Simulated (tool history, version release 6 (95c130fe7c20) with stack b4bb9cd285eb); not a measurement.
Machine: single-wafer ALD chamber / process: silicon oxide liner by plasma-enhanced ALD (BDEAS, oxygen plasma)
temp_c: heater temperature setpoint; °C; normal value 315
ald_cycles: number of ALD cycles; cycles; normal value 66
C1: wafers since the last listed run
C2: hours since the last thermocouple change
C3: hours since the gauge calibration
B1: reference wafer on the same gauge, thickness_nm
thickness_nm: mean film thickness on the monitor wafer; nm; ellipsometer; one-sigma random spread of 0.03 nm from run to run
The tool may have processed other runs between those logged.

Run 1, hour 0.0: usual settings; C1 0; C2 1536.7; C3 2371.7; B1 7.135. Result: thickness_nm 5.953 nm.
At hour 61.9: thermocouple changed; heater temperature recalibrated.
Run 2, hour 88.8: usual settings; C1 537; C2 26.9; C3 2460.5; B1 7.127. Result: thickness_nm 5.923 nm.
Run 3, hour 137.4: usual settings; C1 323; C2 75.5; C3 2509.1; B1 7.127. Result: thickness_nm 5.970 nm.
Run 4, hour 211.4: usual settings but temp_c 319 °C, ald_cycles 63 cycles; C1 492; C2 149.5; C3 2583.1; B1 7.135. Result: thickness_nm 5.636 nm.
Run 5, hour 341.1: usual settings; C1 862; C2 279.2; C3 2712.8; B1 7.139. Result: thickness_nm 5.981 nm.
Run 6, hour 434.4: usual settings but temp_c 322 °C; C1 620; C2 372.5; C3 2806.1; B1 7.130. Result: thickness_nm 5.884 nm.
Run 7, hour 533.2: usual settings but temp_c 327 °C; C1 656; C2 471.3; C3 2904.9; B1 7.129. Result: thickness_nm 5.859 nm.
Run 8, hour 585.7: usual settings but temp_c 327 °C; C1 349; C2 523.8; C3 2957.4; B1 7.126. Result: thickness_nm 5.821 nm.
Run 9, hour 628.1: usual settings but temp_c 323 °C, ald_cycles 60 cycles; C1 281; C2 566.2; C3 2999.8; B1 7.130. Result: thickness_nm 5.393 nm.
Run 10, hour 731.1: usual settings but temp_c 309 °C; C1 684; C2 669.2; C3 3102.8; B1 7.122. Result: thickness_nm 5.968 nm.
Run 11, hour 817.9: usual settings but temp_c 305 °C, ald_cycles 76 cycles; C1 577; C2 756.0; C3 3189.6; B1 7.131. Result: thickness_nm 6.937 nm.
Run 12, hour 886.6: usual settings but temp_c 305 °C, ald_cycles 76 cycles; C1 456; C2 824.7; C3 3258.3; B1 7.133. Result: thickness_nm 6.914 nm.
At hour 918.4: gauge calibrated.
Run 13, hour 942.4: usual settings; C1 370; C2 880.5; C3 24.0; B1 7.123. Result: thickness_nm 5.984 nm.
Run 14, hour 1045.8: usual settings; C1 687; C2 983.9; C3 127.4; B1 7.136. Result: thickness_nm 5.941 nm.
Run 15, hour 1108.1: usual settings; C1 414; C2 1046.2; C3 189.7; B1 7.133. Result: thickness_nm 5.926 nm.
Run 16, hour 1166.6: usual settings; C1 388; C2 1104.7; C3 248.2; B1 7.134. Result: thickness_nm 5.874 nm.
Run 17, hour 1228.3: usual settings; C1 410; C2 1166.4; C3 309.9; B1 7.133. Result: thickness_nm 5.985 nm.
Run 18, hour 1318.1: usual settings; C1 597; C2 1256.2; C3 399.7; B1 7.130. Result: thickness_nm 5.942 nm.
Run 19, hour 1422.6: usual settings but temp_c 322 °C, ald_cycles 76 cycles; C1 694; C2 1360.7; C3 504.2; B1 7.127. Result: thickness_nm 6.833 nm.
Run 20, hour 1512.3: usual settings but temp_c 308 °C, ald_cycles 72 cycles; C1 596; C2 1450.4; C3 593.9; B1 7.132. Result: thickness_nm 6.546 nm.
Run 21, hour 1583.0: usual settings but temp_c 329 °C, ald_cycles 71 cycles; C1 470; C2 1521.1; C3 664.6; B1 7.134. Result: thickness_nm 6.252 nm.
Run 22, hour 1626.4: usual settings but temp_c 301 °C, ald_cycles 74 cycles; C1 288; C2 1564.5; C3 708.0; B1 7.139. Result: thickness_nm 6.775 nm.
Run 23, hour 1698.0: usual settings but temp_c 309 °C, ald_cycles 56 cycles; C1 476; C2 1636.1; C3 779.6; B1 7.131. Result: thickness_nm 5.121 nm.
At hour 1721.8: thermocouple changed; heater temperature recalibrated.
Run 24, hour 1739.7: usual settings but temp_c 324 °C, ald_cycles 70 cycles; C1 224; C2 17.9; C3 821.3; B1 7.134. Result: thickness_nm 6.285 nm.
Run 25, hour 1785.4: usual settings; C1 303; C2 63.6; C3 867.0; B1 7.141. Result: thickness_nm 5.938 nm.
Run 26, hour 1890.4: usual settings but temp_c 329 °C, ald_cycles 55 cycles; C1 698; C2 168.6; C3 972.0; B1 7.127. Result: thickness_nm 4.835 nm.
Run 27, hour 1963.7: usual settings; C1 487; C2 241.9; C3 1045.3; B1 7.131. Result: thickness_nm 5.949 nm.
Run 28, hour 2001.9: usual settings but temp_c 304 °C, ald_cycles 56 cycles; C1 253; C2 280.1; C3 1083.5; B1 7.127. Result: thickness_nm 5.142 nm.
Run 29, hour 2059.2: usual settings but temp_c 303 °C, ald_cycles 77 cycles; C1 380; C2 337.4; C3 1140.8; B1 7.131. Result: thickness_nm 7.019 nm.
Run 30, hour 2137.3: usual settings; C1 519; C2 415.5; C3 1218.9; B1 7.123. Result: thickness_nm 5.945 nm.
Run 31, hour 2174.5: usual settings; C1 247; C2 452.7; C3 1256.1; B1 7.127. Result: thickness_nm 5.965 nm.
Run 32, hour 2252.6: usual settings but temp_c 328 °C, ald_cycles 53 cycles; C1 519; C2 530.8; C3 1334.2; B1 7.136. Result: thickness_nm 4.702 nm.
Run 33, hour 2328.2: usual settings but temp_c 323 °C, ald_cycles 70 cycles; C1 502; C2 606.4; C3 1409.8; B1 7.132. Result: thickness_nm 6.261 nm.
Run 34, hour 2393.0: usual settings but temp_c 310 °C, ald_cycles 79 cycles; C1 430; C2 671.2; C3 1474.6; B1 7.129. Result: thickness_nm 7.169 nm.
Run 35, hour 2465.7: usual settings but temp_c 300 °C, ald_cycles 54 cycles; C1 483; C2 743.9; C3 1547.3; B1 7.125. Result: thickness_nm 4.936 nm.
Run 36, hour 2572.8: usual settings; C1 712; C2 851.0; C3 1654.4; B1 7.131. Result: thickness_nm 5.996 nm.
Run 37, hour 2640.3: usual settings but temp_c 323 °C, ald_cycles 57 cycles; C1 448; C2 918.5; C3 1721.9; B1 7.129. Result: thickness_nm 5.042 nm.

List, for all runs, the conditions of the tool that the log does not record:
wafer temperature above the value expected at the setpoint (K): 0, the same for each run
gauge reads high (%): 0, the same for each run

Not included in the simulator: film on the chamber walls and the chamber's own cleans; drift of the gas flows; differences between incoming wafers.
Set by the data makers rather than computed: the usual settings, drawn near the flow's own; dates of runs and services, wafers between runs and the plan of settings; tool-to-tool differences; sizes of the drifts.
